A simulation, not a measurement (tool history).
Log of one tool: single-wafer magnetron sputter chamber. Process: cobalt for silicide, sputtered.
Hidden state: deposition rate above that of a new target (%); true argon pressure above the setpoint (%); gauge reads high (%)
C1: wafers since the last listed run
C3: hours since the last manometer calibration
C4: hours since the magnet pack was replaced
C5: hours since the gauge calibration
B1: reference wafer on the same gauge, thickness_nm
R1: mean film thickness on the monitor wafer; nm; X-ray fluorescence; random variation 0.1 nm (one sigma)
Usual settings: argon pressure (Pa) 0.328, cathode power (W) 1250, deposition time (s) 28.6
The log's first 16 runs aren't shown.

run 17 hour=380.5 | argon_pressure_(Pa)=0.451 cathode_power_(W)=1250 deposition_time_(s)=24.8 | C1=380 wafers_on_the_sputter_target=2052 C3=1314.6 C4=53.3 C5=860.4 | B1=21.444 | R1=17.101
run 18 hour=415.1 | argon_pressure_(Pa)=0.328 cathode_power_(W)=1250 deposition_time_(s)=28.6 | C1=528 wafers_on_the_sputter_target=2580 C3=1349.2 C4=87.9 C5=895 | B1=21.433 | R1=20.364
run 19 hour=436 | argon_pressure_(Pa)=0.213 cathode_power_(W)=950 deposition_time_(s)=32.2 | C1=318 wafers_on_the_sputter_target=2899 C3=1370.1 C4=108.8 C5=915.9 | B1=21.478 | R1=19.878
run 20 hour=458.6 | argon_pressure_(Pa)=0.281 cathode_power_(W)=1000 deposition_time_(s)=23.5 | C1=344 wafers_on_the_sputter_target=3244 C3=1392.7 C4=131.4 C5=938.5 | B1=21.468 | R1=14.706
run 21 hour=485.6 | argon_pressure_(Pa)=0.328 cathode_power_(W)=1250 deposition_time_(s)=28.6 | C1=412 wafers_on_the_sputter_target=3656 C3=1419.7 C4=158.4 C5=965.5 | B1=21.517 | R1=20.498
run 22 hour=498.7 | argon_pressure_(Pa)=0.452 cathode_power_(W)=1500 deposition_time_(s)=33.8 | C1=199 wafers_on_the_sputter_target=3856 C3=1432.8 C4=171.5 C5=978.6 | B1=21.502 | R1=26.565
run 23 hour=521 | argon_pressure_(Pa)=0.328 cathode_power_(W)=1250 deposition_time_(s)=28.6 | C1=340 wafers_on_the_sputter_target=4196 C3=1455.1 C4=193.8 C5=1000.9 | B1=21.541 | R1=20.637
run 24 hour=552.2 | argon_pressure_(Pa)=0.432 cathode_power_(W)=1250 deposition_time_(s)=31.2 | C1=476 wafers_on_the_sputter_target=4672 C3=1486.3 C4=225 C5=1032.1 | B1=21.567 | R1=21.875
-- hour=564.8 capacitance manometer re-zeroed and calibrated
run 25 hour=583.3 | argon_pressure_(Pa)=0.328 cathode_power_(W)=1250 deposition_time_(s)=23.4 | C1=352 wafers_on_the_sputter_target=5025 C3=18.5 C4=256.1 C5=1063.2 | B1=21.587 | R1=16.947
run 26 hour=606.1 | argon_pressure_(Pa)=0.328 cathode_power_(W)=1250 deposition_time_(s)=28.6 | C1=347 wafers_on_the_sputter_target=5373 C3=41.3 C4=278.9 C5=1086 | B1=21.591 | R1=20.507
run 27 hour=624.2 | argon_pressure_(Pa)=0.328 cathode_power_(W)=1250 deposition_time_(s)=28.6 | C1=276 wafers_on_the_sputter_target=5649 C3=59.4 C4=297 C5=1104.1 | B1=21.592 | R1=20.413
-- hour=639 sputter target and shields replaced
run 28 hour=644.4 | argon_pressure_(Pa)=0.241 cathode_power_(W)=1250 deposition_time_(s)=28.6 | C1=186 wafers_on_the_sputter_target=82 C3=79.6 C4=317.2 C5=1124.3 | B1=21.641 | R1=20.872
-- hour=664.7 gauge calibrated
run 29 hour=669.1 | argon_pressure_(Pa)=0.26 cathode_power_(W)=1050 deposition_time_(s)=27.1 | C1=376 wafers_on_the_sputter_target=458 C3=104.3 C4=341.9 C5=4.4 | B1=20.766 | R1=17.014
run 30 hour=694.6 | argon_pressure_(Pa)=0.328 cathode_power_(W)=1250 deposition_time_(s)=25.9 | C1=389 wafers_on_the_sputter_target=848 C3=129.8 C4=367.4 C5=29.9 | B1=20.785 | R1=17.832
run 31 hour=758.1 | argon_pressure_(Pa)=0.328 cathode_power_(W)=1050 deposition_time_(s)=31.7 | C1=969 wafers_on_the_sputter_target=1817 C3=193.3 C4=430.9 C5=93.4 | B1=20.831 | R1=19.677
run 32 hour=783.9 | argon_pressure_(Pa)=0.328 cathode_power_(W)=1250 deposition_time_(s)=28.6 | C1=393 wafers_on_the_sputter_target=2210 C3=219.1 C4=456.7 C5=119.2 | B1=20.847 | R1=19.716
run 33 hour=816 | argon_pressure_(Pa)=0.367 cathode_power_(W)=1550 deposition_time_(s)=28.6 | C1=489 wafers_on_the_sputter_target=2700 C3=251.2 C4=488.8 C5=151.3 | B1=20.85 | R1=22.708
run 34 hour=829 | argon_pressure_(Pa)=0.328 cathode_power_(W)=1250 deposition_time_(s)=28.6 | C1=198 wafers_on_the_sputter_target=2899 C3=264.2 C4=501.8 C5=164.3 | B1=20.867 | R1=19.817
run 35 hour=855.4 | argon_pressure_(Pa)=0.328 cathode_power_(W)=1250 deposition_time_(s)=28.6 | C1=402 wafers_on_the_sputter_target=3302 C3=290.6 C4=528.2 C5=190.7 | B1=20.862 | R1=19.826
run 36 hour=890.6 | argon_pressure_(Pa)=0.212 cathode_power_(W)=1500 deposition_time_(s)=32.8 | C1=537 wafers_on_the_sputter_target=3839 C3=325.8 C4=563.4 C5=225.9 | B1=20.904 | R1=26.7

Forecast each of these 3 alternatives for the next run:
run A hour=891 | argon_pressure_(Pa)=0.328 cathode_power_(W)=1250 deposition_time_(s)=28.6 | C1=6 wafers_on_the_sputter_target=3845 C3=326.2 C4=563.8 C5=226.3 | B1=? | R1=?
run B hour=891 | argon_pressure_(Pa)=0.282 cathode_power_(W)=1450 deposition_time_(s)=28.6 | C1=6 wafers_on_the_sputter_target=3845 C3=326.2 C4=563.8 C5=226.3 | B1=? | R1=?
run C hour=891 | argon_pressure_(Pa)=0.328 cathode_power_(W)=1250 deposition_time_(s)=23.1 | C1=6 wafers_on_the_sputter_target=3845 C3=326.2 C4=563.8 C5=226.3 | B1=? | R1=?

run=A B1=20.951 R1=19.77
run=B B1=20.951 R1=22.155
run=C B1=20.951 R1=15.968
Without the tool's hidden state the same runs would have given:
run=A R1=19.654
run=B R1=22.024
run=C R1=15.874
